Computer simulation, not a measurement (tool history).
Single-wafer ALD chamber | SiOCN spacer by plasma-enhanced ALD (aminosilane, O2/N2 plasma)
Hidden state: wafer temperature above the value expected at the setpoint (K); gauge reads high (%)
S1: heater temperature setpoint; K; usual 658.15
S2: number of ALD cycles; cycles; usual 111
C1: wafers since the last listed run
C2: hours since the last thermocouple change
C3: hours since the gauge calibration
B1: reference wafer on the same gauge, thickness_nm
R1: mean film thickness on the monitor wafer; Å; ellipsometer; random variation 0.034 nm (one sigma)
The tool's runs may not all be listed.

Run 1, hour 0: usual settings but S2 119 cycles; C1 0; C2 652.2; C3 623.7; B1 6.858. Result: R1 69.12 Å.
Run 2, hour 70.1: usual settings but S1 667.15 K, S2 100 cycles; C1 107; C2 722.3; C3 693.8; B1 6.839. Result: R1 57.63 Å.
Run 3, hour 162.6: usual settings; C1 141; C2 814.8; C3 786.3; B1 6.803. Result: R1 63.89 Å.
Run 4, hour 245.4: usual settings; C1 126; C2 897.6; C3 869.1; B1 6.791. Result: R1 63.73 Å.
Run 5, hour 351.1: usual settings; C1 161; C2 1003.3; C3 974.8; B1 6.754. Result: R1 63.74 Å.
Run 6, hour 411.9: usual settings; C1 93; C2 1064.1; C3 1035.6; B1 6.747. Result: R1 63.39 Å.
Run 7, hour 463.5: usual settings but S1 662.15 K; C1 78; C2 1115.7; C3 1087.2; B1 6.717. Result: R1 63.28 Å.
Run 8, hour 509.9: usual settings but S2 98 cycles; C1 71; C2 1162.1; C3 1133.6; B1 6.715. Result: R1 55.75 Å.
At hour 553.8: gauge calibrated.
Run 9, hour 577.3: usual settings but S1 671.15 K, S2 102 cycles; C1 103; C2 1229.5; C3 23.5; B1 6.963. Result: R1 59.78 Å.
At hour 668.6: thermocouple changed; heater temperature recalibrated.
Run 10, hour 680.5: usual settings but S1 670.15 K, S2 133 cycles; C1 145; C2 11.9; C3 126.7; B1 6.946. Result: R1 77.92 Å.
Run 11, hour 748.7: usual settings but S1 671.15 K, S2 102 cycles; C1 104; C2 80.1; C3 194.9; B1 6.941. Result: R1 59.63 Å.
Run 12, hour 840.1: usual settings but S1 664.15 K, S2 124 cycles; C1 139; C2 171.5; C3 286.3; B1 6.894. Result: R1 72.56 Å.
Run 13, hour 933.9: usual settings; C1 143; C2 265.3; C3 380.1; B1 6.866. Result: R1 64.9 Å.
Run 14, hour 974.2: usual settings but S1 654.15 K, S2 89 cycles; C1 61; C2 305.6; C3 420.4; B1 6.857. Result: R1 52.05 Å.
Run 15, hour 1030: usual settings but S1 652.15 K, S2 89 cycles; C1 85; C2 361.4; C3 476.2; B1 6.838. Result: R1 51.97 Å.

Hidden state at the last listed run before each entry between runs and at the first one after, where it differs:
Between runs 8 and 9: gauge calibrated (hour 553.8)
  gauge reads high (%): -4.39 -> -0.674
  measured less the result without the state, R1: -2.56 -> -0.4 Å
Between runs 9 and 10: thermocouple changed; heater temperature recalibrated (hour 668.6)
  gauge reads high (%): -0.674 -> -1.09
  measured less the result without the state, R1: -0.4 -> -0.86 Å
